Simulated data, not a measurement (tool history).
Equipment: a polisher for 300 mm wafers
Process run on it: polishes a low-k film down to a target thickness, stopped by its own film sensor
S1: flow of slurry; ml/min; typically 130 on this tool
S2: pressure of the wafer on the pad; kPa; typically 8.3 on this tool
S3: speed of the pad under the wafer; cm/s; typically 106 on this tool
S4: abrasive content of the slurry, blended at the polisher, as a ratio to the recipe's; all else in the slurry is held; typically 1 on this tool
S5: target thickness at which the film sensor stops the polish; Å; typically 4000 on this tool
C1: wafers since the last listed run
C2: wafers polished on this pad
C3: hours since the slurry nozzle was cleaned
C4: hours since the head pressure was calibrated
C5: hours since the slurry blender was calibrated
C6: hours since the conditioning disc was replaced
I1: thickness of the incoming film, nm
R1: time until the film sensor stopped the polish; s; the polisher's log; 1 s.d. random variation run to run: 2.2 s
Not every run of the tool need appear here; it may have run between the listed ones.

run 1 day=0 | S1=130 S2=6.9 S3=106 S4=1 S5=4000 | C1=0 C2=2168 C3=54.4 C4=9.1 C5=423.2 C6=272.3 | I1=437.1 | R1=202.4
run 2 day=2.804 | S1=130 S2=8.3 S3=106 S4=1 S5=4000 | C1=582 C2=2750 C3=121.7 C4=76.4 C5=490.5 C6=339.6 | I1=443.2 | R1=200.1
-- day=4.604 worn pad replaced by a new one
-- day=5.133 slurry blender recalibrated
-- day=6.538 conditioning disc replaced and pad reconditioned
run 3 day=6.704 | S1=130 S2=8.3 S3=106 S4=1 S5=4000 | C1=740 C2=401 C3=215.3 C4=170 C5=37.7 C6=4 | I1=446.3 | R1=193.2
run 4 day=8.871 | S1=130 S2=8.3 S3=106 S4=1 S5=4000 | C1=450 C2=851 C3=267.3 C4=222 C5=89.7 C6=56 | I1=442.1 | R1=181.1
run 5 day=11.504 | S1=130 S2=8.3 S3=106 S4=1 S5=4000 | C1=546 C2=1398 C3=330.5 C4=285.2 C5=152.9 C6=119.2 | I1=446.2 | R1=194.1
-- day=13.229 slurry nozzle cleaned
run 6 day=13.733 | S1=130 S2=8.3 S3=106 S4=1 S5=4000 | C1=454 C2=1853 C3=12.1 C4=338.7 C5=206.4 C6=172.7 | I1=437.3 | R1=159.2
run 7 day=16.558 | S1=130 S2=8.3 S3=106 S4=1 S5=4000 | C1=586 C2=2439 C3=79.9 C4=406.5 C5=274.2 C6=240.5 | I1=437.2 | R1=168.5
run 8 day=18.146 | S1=130 S2=8.3 S3=106 S4=1 S5=4000 | C1=329 C2=2769 C3=118 C4=444.6 C5=312.3 C6=278.6 | I1=440.1 | R1=184.3
-- day=19.233 worn pad replaced by a new one
run 9 day=22.212 | S1=130 S2=8.3 S3=106 S4=1 S5=3960 | C1=810 C2=618 C3=215.6 C4=542.2 C5=409.9 C6=376.2 | I1=434.1 | R1=163.6
-- day=22.35 conditioning disc replaced and pad reconditioned
-- day=22.688 slurry blender recalibrated
run 10 day=25.362 | S1=130 S2=8.3 S3=106 S4=1 S5=3960 | C1=619 C2=1238 C3=291.2 C4=617.8 C5=64.2 C6=72.3 | I1=436.5 | R1=173.5
-- day=30.008 slurry nozzle cleaned
run 11 day=35.15 | S1=130 S2=8.3 S3=106 S4=1 S5=4000 | C1=2024 C2=3262 C3=123.4 C4=852.7 C5=299.1 C6=307.2 | I1=443.5 | R1=201.6
-- day=36.021 worn pad replaced by a new one
run 12 day=36.838 | S1=160 S2=9.7 S3=106 S4=0.75 S5=3910 | C1=315 C2=169 C3=163.9 C4=893.2 C5=339.6 C6=347.7 | I1=444.4 | R1=243
-- day=38.408 conditioning disc replaced and pad reconditioned
run 13 day=38.429 | S1=130 S2=8.3 S3=78 S4=1 S5=4050 | C1=313 C2=483 C3=202.1 C4=931.4 C5=377.8 C6=0.5 | I1=436.3 | R1=164.6
-- day=40.525 slurry blender recalibrated
run 14 day=41.908 | S1=130 S2=8.3 S3=106 S4=1 S5=4000 | C1=705 C2=1188 C3=285.6 C4=1014.9 C5=33.2 C6=84 | I1=442.9 | R1=180.5
-- day=44.083 slurry nozzle cleaned
-- day=50.929 worn pad replaced by a new one
-- day=52.071 head pressure recalibrated
-- day=52.708 conditioning disc replaced and pad reconditioned
run 15 day=54.538 | S1=130 S2=8.3 S3=138 S4=1 S5=4000 | C1=2545 C2=715 C3=250.9 C4=59.2 C5=336.3 C6=43.9 | I1=438.4 | R1=130.7
-- day=57.758 slurry nozzle cleaned
-- day=61.208 slurry blender recalibrated
-- day=66.221 worn pad replaced by a new one
run 16 day=67.083 | S1=155 S2=8.3 S3=106 S4=0.9 S5=4000 | C1=2545 C2=179 C3=223.8 C4=360.3 C5=141 C6=345 | I1=438.3 | R1=172.6
-- day=68.254 conditioning disc replaced and pad reconditioned
run 17 day=70.95 | S1=130 S2=8.3 S3=106 S4=1.3 S5=3960 | C1=785 C2=965 C3=316.6 C4=453.1 C5=233.8 C6=64.7 | I1=440.1 | R1=156.5
run 18 day=73.321 | S1=115 S2=8.3 S3=106 S4=1 S5=4000 | C1=492 C2=1457 C3=373.5 C4=510 C5=290.7 C6=121.6 | I1=442.3 | R1=187
-- day=73.783 slurry nozzle cleaned
run 19 day=74.867 | S1=130 S2=8.3 S3=106 S4=1 S5=4000 | C1=312 C2=1770 C3=26 C4=547.1 C5=327.8 C6=158.7 | I1=444.2 | R1=189.7
run 20 day=76.679 | S1=130 S2=6.9 S3=128 S4=1 S5=3880 | C1=376 C2=2146 C3=69.5 C4=590.6 C5=371.3 C6=202.2 | I1=441.1 | R1=237.4
run 21 day=80.121 | S1=130 S2=8.3 S3=106 S4=0.75 S5=4000 | C1=714 C2=2861 C3=152.1 C4=673.2 C5=453.9 C6=284.8 | I1=437.1 | R1=222.1

Predict each of these 4 candidate next runs independently; none follows another, all start after run 21:
run A day=80.142 | S1=130 S2=8.3 S3=106 S4=1 S5=4000 | C1=4 C2=2865 C3=152.6 C4=673.7 C5=454.4 C6=285.3 | I1=436.9 | R1=?
run B day=80.142 | S1=130 S2=8.3 S3=140 S4=1 S5=4000 | C1=4 C2=2865 C3=152.6 C4=673.7 C5=454.4 C6=285.3 | I1=436.9 | R1=?
run C day=80.142 | S1=90 S2=8.3 S3=106 S4=1 S5=4000 | C1=4 C2=2865 C3=152.6 C4=673.7 C5=454.4 C6=285.3 | I1=436.9 | R1=?
run D day=80.142 | S1=130 S2=11 S3=106 S4=1.2 S5=4000 | C1=4 C2=2865 C3=152.6 C4=673.7 C5=454.4 C6=285.3 | I1=436.9 | R1=?

run=A R1=166.7
run=B R1=133.4
run=C R1=181
run=D R1=110.6
Had the tool no hidden state, the same runs would have come out as:
run=A R1=153.3
run=B R1=122.7
run=C R1=166.5
run=D R1=101.7
